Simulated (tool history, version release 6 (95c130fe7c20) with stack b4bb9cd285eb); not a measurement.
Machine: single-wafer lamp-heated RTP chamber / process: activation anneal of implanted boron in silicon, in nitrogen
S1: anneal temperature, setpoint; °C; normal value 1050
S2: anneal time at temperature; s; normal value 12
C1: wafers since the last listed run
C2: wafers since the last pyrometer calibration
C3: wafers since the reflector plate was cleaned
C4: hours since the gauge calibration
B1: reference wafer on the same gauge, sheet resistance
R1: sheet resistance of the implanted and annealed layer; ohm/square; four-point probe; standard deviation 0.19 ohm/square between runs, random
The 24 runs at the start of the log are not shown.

{"run": 25, "hour": 1192.5, "S1": 1050, "S2": 12, "C1": 449, "C2": 2160, "C3": 2034, "C4": 148.8, "B1": 121.99, "R1": 127.11}
{"run": 26, "hour": 1237.8, "S1": 1050, "S2": 12, "C1": 525, "C2": 2685, "C3": 2559, "C4": 194.1, "B1": 122, "R1": 126.86}
{"run": 27, "hour": 1284.8, "S1": 1027, "S2": 9, "C1": 544, "C2": 3229, "C3": 3104, "C4": 241.1, "B1": 121.99, "R1": 129.26}
{"run": 28, "hour": 1338.6, "S1": 1050, "S2": 12, "C1": 623, "C2": 3853, "C3": 3728, "C4": 294.9, "B1": 122, "R1": 126.38}
{"run": 29, "hour": 1480.2, "S1": 1034, "S2": 7, "C1": 1641, "C2": 5494, "C3": 5369, "C4": 436.5, "B1": 121.99, "R1": 128.12}
{"run": 30, "hour": 1518.4, "S1": 1040, "S2": 12, "C1": 442, "C2": 5937, "C3": 5811, "C4": 474.7, "B1": 122.01, "R1": 127.21}
{"run": 31, "hour": 1587.7, "S1": 1066, "S2": 17, "C1": 803, "C2": 6740, "C3": 6615, "C4": 544, "B1": 121.97, "R1": 125.16}
{"run": 32, "hour": 1630.1, "S1": 1023, "S2": 14, "C1": 491, "C2": 7231, "C3": 7106, "C4": 586.4, "B1": 121.97, "R1": 127.72}
{"hour": 1679.8, "done": "pyrometer window cleaned and pyrometer calibrated"}
{"run": 33, "hour": 1680.3, "S1": 1023, "S2": 8, "C1": 489, "C2": 5, "C3": 7595, "C4": 636.6, "B1": 122.01, "R1": 130.48}
{"run": 34, "hour": 1740.9, "S1": 1025, "S2": 16, "C1": 702, "C2": 707, "C3": 8297, "C4": 697.2, "B1": 122.01, "R1": 128.66}
{"run": 35, "hour": 1793.4, "S1": 1075, "S2": 6, "C1": 608, "C2": 1316, "C3": 8906, "C4": 749.7, "B1": 122.01, "R1": 126.54}
{"hour": 1817.7, "done": "reflector plate cleaned"}
{"run": 36, "hour": 1850.8, "S1": 1050, "S2": 7, "C1": 572, "C2": 1888, "C3": 383, "C4": 807.1, "B1": 121.99, "R1": 127.67}
{"run": 37, "hour": 1884.0, "S1": 1050, "S2": 12, "C1": 384, "C2": 2273, "C3": 768, "C4": 840.3, "B1": 121.97, "R1": 126.55}
{"run": 38, "hour": 1915.5, "S1": 1050, "S2": 18, "C1": 365, "C2": 2638, "C3": 1133, "C4": 871.8, "B1": 121.97, "R1": 126.07}

Here are 3 independent what-if runs from the current tool condition. What would each one return?
{"run": "A", "hour": 1915.9, "S1": 1050, "S2": 5, "C1": 4, "C2": 2643, "C3": 1138, "C4": 872.2, "B1": "?", "R1": "?"}
{"run": "B", "hour": 1915.9, "S1": 1050, "S2": 6, "C1": 4, "C2": 2643, "C3": 1138, "C4": 872.2, "B1": "?", "R1": "?"}
{"run": "C", "hour": 1915.9, "S1": 1050, "S2": 19, "C1": 4, "C2": 2643, "C3": 1138, "C4": 872.2, "B1": "?", "R1": "?"}

run=A B1=122.01 R1=127.56
run=B B1=122.01 R1=127.4
run=C B1=122.01 R1=125.59
Without the tool's unlogged condition, the same runs would have read:
run=A R1=127.91
run=B R1=127.73
run=C R1=125.87
